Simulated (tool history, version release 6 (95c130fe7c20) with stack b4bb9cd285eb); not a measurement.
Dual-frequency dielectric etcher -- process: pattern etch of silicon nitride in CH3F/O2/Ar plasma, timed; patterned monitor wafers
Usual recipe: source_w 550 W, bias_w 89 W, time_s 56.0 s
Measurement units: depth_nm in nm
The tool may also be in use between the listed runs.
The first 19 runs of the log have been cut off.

run	hour	source_w	bias_w	time_s	wafers since the last listed run	hours since the last wet clean	hours since the last source power generator calibration	hours since the last bias power generator calibration	hours since the last upper electrode change	hours since the gauge calibration	read-back reference wafer on the same gauge, depth_nm	depth_nm
20	925.1	490	108	56.0	593	379.0	353.9	68.8	433.0	1708.1	41.10	46.27
21	962.9	550	89	56.0	422	416.8	391.7	106.6	470.8	1745.9	41.16	44.41
22	997.1	590	107	48.0	381	451.0	425.9	140.8	505.0	1780.1	41.23	43.22
# hour 1037.6: wet clean of the chamber
23	1061.7	690	89	71.5	453	24.1	490.5	205.4	569.6	1844.7	41.22	63.23
24	1086.3	690	101	72.0	274	48.7	515.1	230.0	594.2	1869.3	41.25	67.43
# hour 1091.4: gauge calibrated
25	1155.3	620	72	63.5	770	117.7	584.1	299.0	663.2	63.9	41.20	48.49
26	1210.3	680	71	69.5	614	172.7	639.1	354.0	718.2	118.9	41.23	55.44
27	1242.0	470	83	56.0	354	204.4	670.8	385.7	749.9	150.6	41.19	40.10
28	1357.1	550	89	56.0	1285	319.5	785.9	500.8	865.0	265.7	41.18	44.72
29	1407.6	600	89	70.5	564	370.0	836.4	551.3	915.5	316.2	41.17	58.59
# hour 1482.5: wet clean of the chamber
30	1483.0	550	71	56.0	574	0.5	911.8	626.7	990.9	391.6	41.20	40.46
31	1524.7	550	83	49.0	465	42.2	953.5	668.4	1032.6	433.3	41.16	37.67

Forecast each of these 3 alternatives for the next run:
A	1525.1	550	89	56.0	4	42.6	953.9	668.8	1033.0	433.7	?	?
B	1525.1	690	95	49.5	4	42.6	953.9	668.8	1033.0	433.7	?	?
C	1525.1	610	89	56.0	4	42.6	953.9	668.8	1033.0	433.7	?	?

run	read-back reference wafer on the same gauge, depth_nm	depth_nm
A	41.21	44.60
B	41.21	44.97
C	41.21	46.78
What these runs would have given with no unlogged condition in the tool:
run	depth_nm
A	44.60
B	44.97
C	46.78

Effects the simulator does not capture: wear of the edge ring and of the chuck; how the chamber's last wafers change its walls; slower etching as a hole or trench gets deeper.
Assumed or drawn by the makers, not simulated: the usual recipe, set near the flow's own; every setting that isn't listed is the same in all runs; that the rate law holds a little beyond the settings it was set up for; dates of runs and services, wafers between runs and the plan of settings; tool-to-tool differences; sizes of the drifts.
